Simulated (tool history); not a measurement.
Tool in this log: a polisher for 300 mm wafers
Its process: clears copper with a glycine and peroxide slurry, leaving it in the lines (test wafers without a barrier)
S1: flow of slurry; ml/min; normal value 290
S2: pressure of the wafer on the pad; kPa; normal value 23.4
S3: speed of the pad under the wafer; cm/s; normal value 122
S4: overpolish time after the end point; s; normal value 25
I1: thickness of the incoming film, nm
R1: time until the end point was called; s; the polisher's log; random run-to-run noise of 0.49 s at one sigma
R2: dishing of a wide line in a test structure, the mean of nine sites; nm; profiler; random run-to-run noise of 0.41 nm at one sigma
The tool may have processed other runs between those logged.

{"run": 1, "hour": 0.0, "S1": 290, "S2": 17.9, "S3": 122, "S4": 16, "I1": 771.4, "R1": 134.3, "R2": 29.7}
{"run": 2, "hour": 15.9, "S1": 290, "S2": 17.9, "S3": 122, "S4": 16, "I1": 777.0, "R1": 134.9, "R2": 29.9}
{"hour": 24.5, "done": "worn pad replaced by a new one"}
{"run": 3, "hour": 27.6, "S1": 290, "S2": 17.9, "S3": 122, "S4": 16, "I1": 770.8, "R1": 131.5, "R2": 30.3}
{"run": 4, "hour": 34.4, "S1": 290, "S2": 29.6, "S3": 122, "S4": 25, "I1": 757.3, "R1": 99.3, "R2": 33.6}
{"run": 5, "hour": 47.2, "S1": 290, "S2": 29.6, "S3": 122, "S4": 25, "I1": 763.3, "R1": 101.2, "R2": 34.3}
{"run": 6, "hour": 53.4, "S1": 325, "S2": 23.4, "S3": 108, "S4": 25, "I1": 757.7, "R1": 124.5, "R2": 32.9}
{"run": 7, "hour": 65.1, "S1": 325, "S2": 23.4, "S3": 108, "S4": 25, "I1": 772.6, "R1": 128.2, "R2": 34.3}
{"run": 8, "hour": 79.2, "S1": 290, "S2": 23.4, "S3": 122, "S4": 25, "I1": 783.2, "R1": 119.5, "R2": 33.2}
{"run": 9, "hour": 88.2, "S1": 290, "S2": 23.4, "S3": 122, "S4": 25, "I1": 776.8, "R1": 119.3, "R2": 33.3}
{"run": 10, "hour": 103.8, "S1": 290, "S2": 23.4, "S3": 122, "S4": 25, "I1": 773.3, "R1": 119.0, "R2": 33.5}
{"run": 11, "hour": 118.3, "S1": 290, "S2": 23.4, "S3": 152, "S4": 25, "I1": 776.6, "R1": 102.8, "R2": 33.2}
{"hour": 138.2, "done": "worn pad replaced by a new one"}
{"run": 12, "hour": 138.7, "S1": 290, "S2": 23.4, "S3": 122, "S4": 25, "I1": 772.8, "R1": 117.3, "R2": 33.4}
{"hour": 145.1, "done": "head pressure recalibrated"}
{"run": 13, "hour": 146.5, "S1": 290, "S2": 23.4, "S3": 122, "S4": 25, "I1": 768.7, "R1": 107.8, "R2": 33.4}
{"run": 14, "hour": 155.0, "S1": 290, "S2": 23.4, "S3": 122, "S4": 25, "I1": 766.9, "R1": 108.6, "R2": 34.5}
{"run": 15, "hour": 164.6, "S1": 290, "S2": 23.4, "S3": 122, "S4": 25, "I1": 771.0, "R1": 108.1, "R2": 34.3}
{"hour": 170.5, "done": "slurry nozzle cleaned"}
{"run": 16, "hour": 179.6, "S1": 290, "S2": 31.7, "S3": 112, "S4": 25, "I1": 769.0, "R1": 97.9, "R2": 33.9}
{"run": 17, "hour": 196.5, "S1": 290, "S2": 23.4, "S3": 122, "S4": 25, "I1": 768.3, "R1": 108.8, "R2": 33.0}
{"run": 18, "hour": 212.5, "S1": 290, "S2": 23.4, "S3": 122, "S4": 25, "I1": 762.6, "R1": 108.4, "R2": 34.0}
{"run": 19, "hour": 238.2, "S1": 290, "S2": 23.4, "S3": 122, "S4": 25, "I1": 776.9, "R1": 110.8, "R2": 33.5}
{"run": 20, "hour": 246.5, "S1": 290, "S2": 23.4, "S3": 122, "S4": 25, "I1": 772.3, "R1": 110.3, "R2": 33.6}
{"run": 21, "hour": 262.7, "S1": 290, "S2": 23.4, "S3": 164, "S4": 25, "I1": 785.4, "R1": 89.2, "R2": 33.6}
{"run": 22, "hour": 273.4, "S1": 335, "S2": 21.4, "S3": 144, "S4": 16, "I1": 768.5, "R1": 100.7, "R2": 32.4}
{"hour": 281.4, "done": "worn pad replaced by a new one"}
{"run": 23, "hour": 289.8, "S1": 290, "S2": 23.4, "S3": 122, "S4": 35, "I1": 787.3, "R1": 110.7, "R2": 34.5}
{"run": 24, "hour": 298.1, "S1": 290, "S2": 29.0, "S3": 122, "S4": 25, "I1": 764.4, "R1": 95.2, "R2": 34.9}
{"run": 25, "hour": 308.4, "S1": 320, "S2": 23.4, "S3": 144, "S4": 18, "I1": 756.0, "R1": 93.4, "R2": 32.9}
{"run": 26, "hour": 318.6, "S1": 290, "S2": 23.4, "S3": 122, "S4": 38, "I1": 784.0, "R1": 110.4, "R2": 33.9}
{"run": 27, "hour": 334.6, "S1": 290, "S2": 23.4, "S3": 122, "S4": 25, "I1": 753.1, "R1": 106.3, "R2": 33.2}
{"run": 28, "hour": 343.7, "S1": 290, "S2": 18.6, "S3": 100, "S4": 25, "I1": 767.1, "R1": 140.6, "R2": 33.5}
{"run": 29, "hour": 352.5, "S1": 375, "S2": 23.4, "S3": 150, "S4": 14, "I1": 766.0, "R1": 92.1, "R2": 31.0}
{"run": 30, "hour": 366.6, "S1": 290, "S2": 23.4, "S3": 122, "S4": 25, "I1": 756.9, "R1": 107.3, "R2": 33.4}
{"run": 31, "hour": 394.9, "S1": 290, "S2": 23.4, "S3": 122, "S4": 37, "I1": 759.8, "R1": 108.2, "R2": 33.7}

Below are 3 alternative next runs, each starting from the tool's condition after run 31. Predict each:
{"run": "A", "hour": 395.4, "S1": 290, "S2": 15.2, "S3": 122, "S4": 25, "I1": 773.4, "R1": "?", "R2": "?"}
{"run": "B", "hour": 395.4, "S1": 220, "S2": 31.0, "S3": 164, "S4": 34, "I1": 773.4, "R1": "?", "R2": "?"}
{"run": "C", "hour": 395.4, "S1": 290, "S2": 23.4, "S3": 122, "S4": 12, "I1": 773.4, "R1": "?", "R2": "?"}

run=A R1=135.3 R2=32.5
run=B R1=76.3 R2=33.8
run=C R1=110.2 R2=28.8
Without the tool's unlogged condition, the same runs would have read:
run=A R1=131.3 R2=32.7
run=B R1=74.0 R2=33.8
run=C R1=107.0 R2=29.1
